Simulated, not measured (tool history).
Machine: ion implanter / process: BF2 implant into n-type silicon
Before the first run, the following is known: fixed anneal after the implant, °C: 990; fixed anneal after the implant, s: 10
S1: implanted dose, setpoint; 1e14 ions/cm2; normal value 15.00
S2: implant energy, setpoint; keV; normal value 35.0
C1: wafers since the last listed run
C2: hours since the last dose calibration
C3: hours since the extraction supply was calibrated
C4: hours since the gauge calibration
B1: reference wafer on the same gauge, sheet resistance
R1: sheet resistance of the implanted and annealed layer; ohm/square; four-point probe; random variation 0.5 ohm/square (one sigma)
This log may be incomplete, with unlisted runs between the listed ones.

run 1 hour=0.0 | S1=15.00 S2=35.0 | C1=0 C2=341.4 C3=4598.3 C4=2209.6 | B1=120.99 | R1=132.67
run 2 hour=97.7 | S1=15.00 S2=35.0 | C1=1646 C2=439.1 C3=4696.0 C4=2307.3 | B1=121.03 | R1=133.19
run 3 hour=177.2 | S1=15.00 S2=35.0 | C1=1339 C2=518.6 C3=4775.5 C4=2386.8 | B1=121.03 | R1=132.54
run 4 hour=273.3 | S1=15.00 S2=26.5 | C1=1619 C2=614.7 C3=4871.6 C4=2482.9 | B1=121.00 | R1=156.09
run 5 hour=364.5 | S1=15.00 S2=26.5 | C1=1536 C2=705.9 C3=4962.8 C4=2574.1 | B1=120.99 | R1=155.67
run 6 hour=406.2 | S1=15.00 S2=31.5 | C1=702 C2=747.6 C3=5004.5 C4=2615.8 | B1=120.98 | R1=141.21
run 7 hour=458.3 | S1=15.00 S2=31.5 | C1=877 C2=799.7 C3=5056.6 C4=2667.9 | B1=120.99 | R1=140.74
run 8 hour=535.9 | S1=15.00 S2=35.0 | C1=1307 C2=877.3 C3=5134.2 C4=2745.5 | B1=121.00 | R1=131.83
-- hour=582.5 Faraday cup replaced and dose calibrated
run 9 hour=583.0 | S1=15.00 S2=35.0 | C1=658 C2=0.5 C3=5181.3 C4=2792.6 | B1=121.04 | R1=133.05
run 10 hour=632.2 | S1=15.00 S2=35.0 | C1=829 C2=49.7 C3=5230.5 C4=2841.8 | B1=121.06 | R1=132.65
run 11 hour=717.5 | S1=15.00 S2=35.0 | C1=1437 C2=135.0 C3=5315.8 C4=2927.1 | B1=120.94 | R1=133.31
run 12 hour=766.1 | S1=15.00 S2=35.0 | C1=819 C2=183.6 C3=5364.4 C4=2975.7 | B1=120.98 | R1=132.81
run 13 hour=816.8 | S1=15.00 S2=35.0 | C1=854 C2=234.3 C3=5415.1 C4=3026.4 | B1=120.97 | R1=132.03
run 14 hour=879.6 | S1=15.00 S2=35.0 | C1=1058 C2=297.1 C3=5477.9 C4=3089.2 | B1=120.95 | R1=132.78
run 15 hour=924.6 | S1=16.32 S2=43.5 | C1=758 C2=342.1 C3=5522.9 C4=3134.2 | B1=121.06 | R1=115.69
run 16 hour=987.1 | S1=15.00 S2=35.0 | C1=1053 C2=404.6 C3=5585.4 C4=3196.7 | B1=121.01 | R1=134.12
-- hour=1083.5 extraction supply calibrated
run 17 hour=1084.0 | S1=16.58 S2=46.0 | C1=1498 C2=501.5 C3=0.5 C4=3293.6 | B1=120.96 | R1=112.61
run 18 hour=1118.3 | S1=19.16 S2=35.0 | C1=578 C2=535.8 C3=34.8 C4=3327.9 | B1=120.98 | R1=129.07
run 19 hour=1171.0 | S1=15.00 S2=35.0 | C1=888 C2=588.5 C3=87.5 C4=3380.6 | B1=121.01 | R1=133.28
run 20 hour=1225.5 | S1=17.29 S2=39.5 | C1=918 C2=643.0 C3=142.0 C4=3435.1 | B1=121.03 | R1=121.23
-- hour=1408.9 Faraday cup replaced and dose calibrated
run 21 hour=1515.1 | S1=15.00 S2=35.0 | C1=4745 C2=106.2 C3=431.6 C4=3724.7 | B1=120.92 | R1=132.73
run 22 hour=1726.5 | S1=11.11 S2=35.0 | C1=3562 C2=317.6 C3=643.0 C4=3936.1 | B1=121.09 | R1=141.47
run 23 hour=1822.2 | S1=15.00 S2=35.0 | C1=1612 C2=413.3 C3=738.7 C4=4031.8 | B1=121.00 | R1=133.34
run 24 hour=1867.8 | S1=19.49 S2=44.5 | C1=768 C2=458.9 C3=784.3 C4=4077.4 | B1=120.99 | R1=111.52
-- hour=1965.5 gauge calibrated
run 25 hour=2122.3 | S1=17.20 S2=35.0 | C1=4288 C2=713.4 C3=1038.8 C4=156.8 | B1=121.03 | R1=130.35
-- hour=2195.4 Faraday cup replaced and dose calibrated
run 26 hour=2198.1 | S1=15.00 S2=35.0 | C1=1142 C2=2.7 C3=1114.6 C4=232.6 | B1=120.99 | R1=132.83
run 27 hour=2280.5 | S1=15.00 S2=35.0 | C1=1388 C2=85.1 C3=1197.0 C4=315.0 | B1=121.02 | R1=132.49
run 28 hour=2375.1 | S1=16.32 S2=43.5 | C1=1594 C2=179.7 C3=1291.6 C4=409.6 | B1=120.99 | R1=115.44
run 29 hour=2468.8 | S1=16.23 S2=43.5 | C1=1579 C2=273.4 C3=1385.3 C4=503.3 | B1=120.97 | R1=115.93
run 30 hour=2529.8 | S1=11.01 S2=40.5 | C1=1027 C2=334.4 C3=1446.3 C4=564.3 | B1=121.00 | R1=131.44
run 31 hour=2594.9 | S1=12.47 S2=30.0 | C1=1097 C2=399.5 C3=1511.4 C4=629.4 | B1=121.02 | R1=150.42
run 32 hour=2673.6 | S1=17.76 S2=27.0 | C1=1326 C2=478.2 C3=1590.1 C4=708.1 | B1=120.99 | R1=150.12
run 33 hour=2765.6 | S1=18.86 S2=23.0 | C1=1550 C2=570.2 C3=1682.1 C4=800.1 | B1=121.02 | R1=164.98
run 34 hour=2818.9 | S1=10.57 S2=40.0 | C1=898 C2=623.5 C3=1735.4 C4=853.4 | B1=120.99 | R1=133.93
run 35 hour=2924.8 | S1=15.00 S2=35.0 | C1=1784 C2=729.4 C3=1841.3 C4=959.3 | B1=121.01 | R1=132.97
-- hour=2936.7 Faraday cup replaced and dose calibrated
run 36 hour=2991.8 | S1=15.00 S2=46.5 | C1=994 C2=55.1 C3=1908.3 C4=1026.3 | B1=121.03 | R1=113.13
run 37 hour=3088.2 | S1=19.48 S2=42.5 | C1=1624 C2=151.5 C3=2004.7 C4=1122.7 | B1=121.04 | R1=114.46

Exercise: give the hidden state of the tool at every run:
deviation of the true dose from the Faraday cup's reading, %: 0 at every run
deviation of the true energy from its setpoint, %: 0 at every run
gauge reads high (%): 0 at every run
